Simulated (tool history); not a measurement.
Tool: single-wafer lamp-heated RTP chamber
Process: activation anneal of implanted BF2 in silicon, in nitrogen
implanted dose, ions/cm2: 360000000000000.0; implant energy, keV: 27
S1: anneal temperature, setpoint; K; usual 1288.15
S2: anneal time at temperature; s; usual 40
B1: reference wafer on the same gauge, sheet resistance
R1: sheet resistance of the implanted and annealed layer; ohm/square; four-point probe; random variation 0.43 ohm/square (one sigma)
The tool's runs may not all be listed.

Run 1, hour 0: usual settings but S2 54 s; B1 276.17. Result: R1 284.76 ohm/square.
Run 2, hour 6.6: usual settings; B1 275.8. Result: R1 287.76 ohm/square.
Run 3, hour 20.8: usual settings; B1 276.01. Result: R1 287.45 ohm/square.
Run 4, hour 44.6: usual settings; B1 275.86. Result: R1 287.27 ohm/square.
Run 5, hour 62.1: usual settings; B1 276.09. Result: R1 286.45 ohm/square.
Run 6, hour 73.2: usual settings; B1 276.09. Result: R1 286.99 ohm/square.
Run 7, hour 83.6: usual settings; B1 276.09. Result: R1 286.31 ohm/square.
Run 8, hour 90.6: usual settings; B1 275.86. Result: R1 286.09 ohm/square.
Run 9, hour 104: usual settings; B1 275.81. Result: R1 286.89 ohm/square.
Run 10, hour 106.7: usual settings; B1 275.99. Result: R1 287.51 ohm/square.
Run 11, hour 124.4: usual settings but S2 21 s; B1 276.09. Result: R1 290.29 ohm/square.
Run 12, hour 138.1: usual settings but S1 1296.15 K, S2 52 s; B1 276.03. Result: R1 283.62 ohm/square.
Run 13, hour 154.7: usual settings but S1 1301.15 K, S2 49 s; B1 276.08. Result: R1 283.99 ohm/square.
Run 14, hour 165: usual settings but S2 64 s; B1 276.03. Result: R1 284.08 ohm/square.
Run 15, hour 175.6: usual settings but S1 1273.15 K; B1 276.05. Result: R1 290.13 ohm/square.
Run 16, hour 190.3: usual settings but S1 1300.15 K, S2 21 s; B1 276. Result: R1 289.1 ohm/square.
Run 17, hour 202.8: usual settings but S1 1310.15 K; B1 276.03. Result: R1 284.26 ohm/square.
Run 18, hour 209: usual settings but S1 1261.15 K, S2 29 s; B1 275.84. Result: R1 292.56 ohm/square.
Run 19, hour 219.9: usual settings; B1 276. Result: R1 286.64 ohm/square.

Not shown: 3 entries that the log had between the listed runs. Between which runs, and how does the tool's hidden state differ before and after?
Between runs 8 and 9: pyrometer window cleaned and pyrometer calibrated (hour 103.5)
  no hidden state differs between the two runs
Between runs 11 and 12: gauge calibrated (hour 128.4)
  no hidden state differs between the two runs
Between runs 14 and 15: reflector plate cleaned (hour 175.1)
  no hidden state differs between the two runs

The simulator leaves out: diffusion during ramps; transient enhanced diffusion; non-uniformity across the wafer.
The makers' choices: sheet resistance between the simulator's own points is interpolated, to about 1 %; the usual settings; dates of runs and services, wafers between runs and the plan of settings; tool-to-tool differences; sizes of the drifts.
